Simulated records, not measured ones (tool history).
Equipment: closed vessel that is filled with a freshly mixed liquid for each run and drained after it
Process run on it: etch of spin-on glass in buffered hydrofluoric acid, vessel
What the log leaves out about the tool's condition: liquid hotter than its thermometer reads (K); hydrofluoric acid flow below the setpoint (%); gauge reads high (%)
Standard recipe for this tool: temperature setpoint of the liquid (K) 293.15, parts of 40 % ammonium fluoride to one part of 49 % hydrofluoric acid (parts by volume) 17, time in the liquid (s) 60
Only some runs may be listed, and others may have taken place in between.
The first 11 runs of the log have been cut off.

run   hour  temperature setpoint of the liquid (K)  parts of 40 % ammonium fluoride to one part of 49 % hydrofluoric acid (parts by volume)  time in the liquid (s)  wafers since the last listed run  hours since the thermometer was replaced  hours since the hydrofluoric acid flow meter was replaced  hours since the gauge calibration  read-back film thickness of the spin-on glass reference wafer, read on the same gauge (nm)  thickness taken off the spin-on glass on a monitor wafer (nm)
     123.8  -- thermometer replaced
 12  134.8                                  293.15                                                                                       17                      60                              1729                                        11                                                        638                              307.1                                                                                       40.01                                                         110.56
 13  148.4                                  294.65                                                                                     10.5                      90                              1717                                      24.6                                                      651.6                              320.7                                                                                       40.01                                                         290.75
 14  160.4                                  295.65                                                                                       15                      30                              1515                                      36.6                                                      663.6                              332.7                                                                                       39.97                                                          72.45
 15  173.3                                  291.15                                                                                       22                      35                              1628                                      49.5                                                      676.5                              345.6                                                                                       39.98                                                          47.42
     178.2  -- hydrofluoric acid flow meter replaced
 16  186.3                                  293.15                                                                                       17                      90                              1515                                      62.5                                                        8.1                              358.6                                                                                          40                                                         177.11
 17  201.5                                  293.15                                                                                       17                      60                              1919                                      77.7                                                       23.3                              373.8                                                                                       40.02                                                         118.18
 18  208.8                                  297.15                                                                                     13.5                      60                               921                                        85                                                       30.6                              381.1                                                                                       40.03                                                         184.38
 19  215.4                                  293.15                                                                                       12                      80                               833                                      91.6                                                       37.2                              387.7                                                                                       39.96                                                         220.64
 20  228.4                                  293.15                                                                                       23                      60                              1641                                     104.6                                                       50.2                              400.7                                                                                       39.94                                                             91
 21    235                                  293.15                                                                                       17                      45                               833                                     111.2                                                       56.8                              407.3                                                                                       40.03                                                          88.25
 22  247.4                                  290.15                                                                                     19.5                      90                              1565                                     123.6                                                       69.2                              419.7                                                                                       40.01                                                         130.54
     252.8  -- gauge calibrated
 23  264.4                                  293.15                                                                                       13                      60                              2146                                     140.6                                                       86.2                               11.6                                                                                       39.99                                                         152.33
 24  316.7                                  296.65                                                                                       17                      80                              6603                                     192.9                                                      138.5                               63.9                                                                                       39.98                                                         189.01
 25  333.3                                  290.15                                                                                       20                      60                              2096                                     209.5                                                      155.1                               80.5                                                                                          40                                                          85.55
 26  344.7                                  297.65                                                                                       11                      70                              1439                                     220.9                                                      166.5                               91.9                                                                                       39.98                                                         268.76
 27  358.5                                  293.15                                                                                       19                      60                              1742                                     234.7                                                      180.3                              105.7                                                                                       39.93                                                         106.21
 28  374.3                                  293.15                                                                                       17                      60                              1995                                     250.5                                                      196.1                              121.5                                                                                       39.99                                                         117.84
 29  389.8                                  295.65                                                                                     21.5                      60                              1957                                       266                                                      211.6                                137                                                                                       40.04                                                         109.64
 30  399.6                                  290.15                                                                                       11                      75                              1237                                     275.8                                                      221.4                              146.8                                                                                       39.99                                                         189.68
 31  410.4                                  293.15                                                                                       17                      60                              1363                                     286.6                                                      232.2                              157.6                                                                                       40.02                                                         117.44
 32  424.7                                  293.15                                                                                       17                      60                              1805                                     300.9                                                      246.5                              171.9                                                                                       40.01                                                         117.03
 33  433.9                                  293.15                                                                                       17                      60                              1161                                     310.1                                                      255.7                              181.1                                                                                       40.02                                                          116.4

Alternative continuations, all from the tool just after run 33; predict every row:
  A  434.6                                  293.15                                                                                       24                      60                                88                                     310.8                                                      256.4                              181.8                                                                                           ?                                                              ?
  B  434.6                                  293.15                                                                                       17                      80                                88                                     310.8                                                      256.4                              181.8                                                                                           ?                                                              ?
  C  434.6                                  295.65                                                                                       17                      70                                88                                     310.8                                                      256.4                              181.8                                                                                           ?                                                              ?
  D  434.6                                  296.15                                                                                       23                      60                                88                                     310.8                                                      256.4                              181.8                                                                                           ?                                                              ?

run  read-back film thickness of the spin-on glass reference wafer, read on the same gauge (nm)  thickness taken off the spin-on glass on a monitor wafer (nm)
  A                                                                                          40                                                           89.1
  B                                                                                          40                                                         156.84
  C                                                                                          40                                                         157.66
  D                                                                                          40                                                          108.4
Without the tool's hidden state the same runs would have given:
run  thickness taken off the spin-on glass on a monitor wafer (nm)
  A                                                          88.62
  B                                                         157.32
  C                                                         158.21
  D                                                         107.85
